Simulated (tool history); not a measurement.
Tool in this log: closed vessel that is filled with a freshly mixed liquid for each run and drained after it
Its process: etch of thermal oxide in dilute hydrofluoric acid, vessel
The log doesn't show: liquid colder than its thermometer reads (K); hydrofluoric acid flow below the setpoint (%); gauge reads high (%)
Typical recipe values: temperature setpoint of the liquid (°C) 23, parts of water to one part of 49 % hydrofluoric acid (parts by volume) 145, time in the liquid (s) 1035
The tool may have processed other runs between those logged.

run    hour  temperature setpoint of the liquid (°C)  parts of water to one part of 49 % hydrofluoric acid (parts by volume)  time in the liquid (s)  wafers since the last listed run  hours since the thermometer was replaced  hours since the hydrofluoric acid flow meter was replaced  hours since the gauge calibration  read-back film thickness of the thermal oxide reference wafer, read on the same gauge (nm)  thickness taken off the thermal oxide on a monitor wafer (angstrom)
  1       0                                       26                                                                     145                    1035                                 0                                    1674.7                                                      218.5                              876.7                                                                                      150.03                                                                329.6
  2      77                                       23                                                                      90                     805                              4878                                    1751.7                                                      295.5                              953.7                                                                                      149.95                                                                383.5
  3     131                                       23                                                                      90                     805                              3421                                    1805.7                                                      349.5                             1007.7                                                                                      149.98                                                                  384
  4   174.7                                       23                                                                     145                    1035                              2768                                    1849.4                                                      393.2                             1051.4                                                                                      149.97                                                                291.1
  5     278                                       23                                                                     145                    1035                              6544                                    1952.7                                                      496.5                             1154.7                                                                                      149.99                                                                278.4
  6   346.5                                       23                                                                     145                    1035                              4339                                    2021.2                                                        565                             1223.2                                                                                      149.98                                                                  280
  7   386.9                                       23                                                                     145                    1035                              2559                                    2061.6                                                      605.4                             1263.6                                                                                      149.97                                                                283.4
  8   445.7                                       23                                                                     145                    1035                              3725                                    2120.4                                                      664.2                             1322.4                                                                                      150.04                                                                279.2
  9   485.5                                       23                                                                     165                    1035                              2521                                    2160.2                                                        704                             1362.2                                                                                      150.02                                                                234.8
 10   575.5                                       23                                                                     165                    1035                              5701                                    2250.2                                                        794                             1452.2                                                                                      149.97                                                                232.4
      582.1  -- thermometer replaced
 11   645.2                                       23                                                                     145                     670                              4352                                      63.1                                                      863.7                             1521.9                                                                                         150                                                                187.2
      677.8  -- hydrofluoric acid flow meter replaced
      698.8  -- gauge calibrated
 12   751.5                                       23                                                                     145                     760                              6671                                     169.4                                                       73.7                               52.7                                                                                      149.98                                                                231.2
 13   823.8                                       23                                                                     145                     760                              4580                                     241.7                                                        146                                125                                                                                      150.04                                                                229.8
 14   862.6                                       23                                                                     145                     760                              2458                                     280.5                                                      184.8                              163.8                                                                                      149.99                                                                228.1
 15   905.7                                       20                                                                     105                     505                              2730                                     323.6                                                      227.9                              206.9                                                                                      149.96                                                                192.3
 16  1003.7                                       23                                                                     145                     760                              6208                                     421.6                                                      325.9                              304.9                                                                                      149.99                                                                224.4
 17  1078.6                                     19.5                                                                     205                    1035                              4745                                     496.5                                                      400.8                              379.8                                                                                      149.99                                                                  173
 18  1136.9                                     18.5                                                                     125                    1035                              3693                                     554.8                                                      459.1                              438.1                                                                                      150.02                                                                297.5
 19  1190.3                                       23                                                                     110                    1035                              3383                                     608.2                                                      512.5                              491.5                                                                                      150.02                                                                405.7
 20  1259.3                                       23                                                                     145                    1035                              4371                                     677.2                                                      581.5                              560.5                                                                                         150                                                                293.7
 21  1357.9                                       23                                                                     145                    1035                              6246                                     775.8                                                      680.1                              659.1                                                                                      150.02                                                                287.9
 22  1453.4                                       23                                                                     145                    1035                              6050                                     871.3                                                      775.6                              754.6                                                                                      149.98                                                                284.8
     1516.3  -- hydrofluoric acid flow meter replaced
 23  1639.3                                     21.5                                                                     110                    1550                             11714                                    1057.2                                                        123                              940.5                                                                                         150                                                                583.6
 24    1703                                       20                                                                     145                    1035                              4035                                    1120.9                                                      186.7                             1004.2                                                                                      150.01                                                                270.9
 25  1805.4                                       27                                                                      85                    1255                              6487                                    1223.3                                                      289.1                             1106.6                                                                                         150                                                                775.1
 26  1910.3                                       23                                                                     145                    1455                              6645                                    1328.2                                                        394                             1211.5                                                                                      149.99                                                                410.9
 27  1982.6                                       23                                                                     190                    1035                              4580                                    1400.5                                                      466.3                             1283.8                                                                                         150                                                                209.8
 28  2058.3                                     27.5                                                                     175                    1300                              4795                                    1476.2                                                        542                             1359.5                                                                                      149.99                                                                340.9
 29  2140.8                                       23                                                                     190                    1035                              5226                                    1558.7                                                      624.5                               1442                                                                                      150.01                                                                208.3
 30  2239.3                                       23                                                                     125                     860                              6240                                    1657.2                                                        723                             1540.5                                                                                      150.07                                                                274.5
     2267.3  -- gauge calibrated
 31  2288.1                                       23                                                                     185                    1035                              3091                                      1706                                                      771.8                               20.8                                                                                      150.02                                                                206.6
     2306.6  -- hydrofluoric acid flow meter replaced
 32  2362.6                                       23                                                                     145                    1350                              4656                                    1780.5                                                         56                               95.3                                                                                      149.99                                                                389.9

Each row is a separate what-if for the run after 32, all from the same tool condition, not one after another. Results?
  A  2363.5                                       23                                                                      95                    1035                                57                                    1781.4                                                       56.9                               96.2                                                                                           ?                                                                    ?
  B  2363.5                                     19.5                                                                     210                    1035                                57                                    1781.4                                                       56.9                               96.2                                                                                           ?                                                                    ?
  C  2363.5                                       23                                                                     175                    1605                                57                                    1781.4                                                       56.9                               96.2                                                                                           ?                                                                    ?
  D  2363.5                                       23                                                                     180                    1035                                57                                    1781.4                                                       56.9                               96.2                                                                                           ?                                                                    ?
  E  2363.5                                       23                                                                     145                     420                                57                                    1781.4                                                       56.9                               96.2                                                                                           ?                                                                    ?

run  read-back film thickness of the thermal oxide reference wafer, read on the same gauge (nm)  thickness taken off the thermal oxide on a monitor wafer (angstrom)
  A                                                                                      149.97                                                                487.8
  B                                                                                      149.97                                                                170.1
  C                                                                                      149.97                                                                375.6
  D                                                                                      149.97                                                                234.2
  E                                                                                      149.97                                                                122.5
The same runs, with their run-to-run variation unchanged, on a tool lacking any hidden condition would have given:
run  thickness taken off the thermal oxide on a monitor wafer (angstrom)
  A                                                                526.3
  B                                                                183.4
  C                                                                404.4
  D                                                                252.2
  E                                                                  132

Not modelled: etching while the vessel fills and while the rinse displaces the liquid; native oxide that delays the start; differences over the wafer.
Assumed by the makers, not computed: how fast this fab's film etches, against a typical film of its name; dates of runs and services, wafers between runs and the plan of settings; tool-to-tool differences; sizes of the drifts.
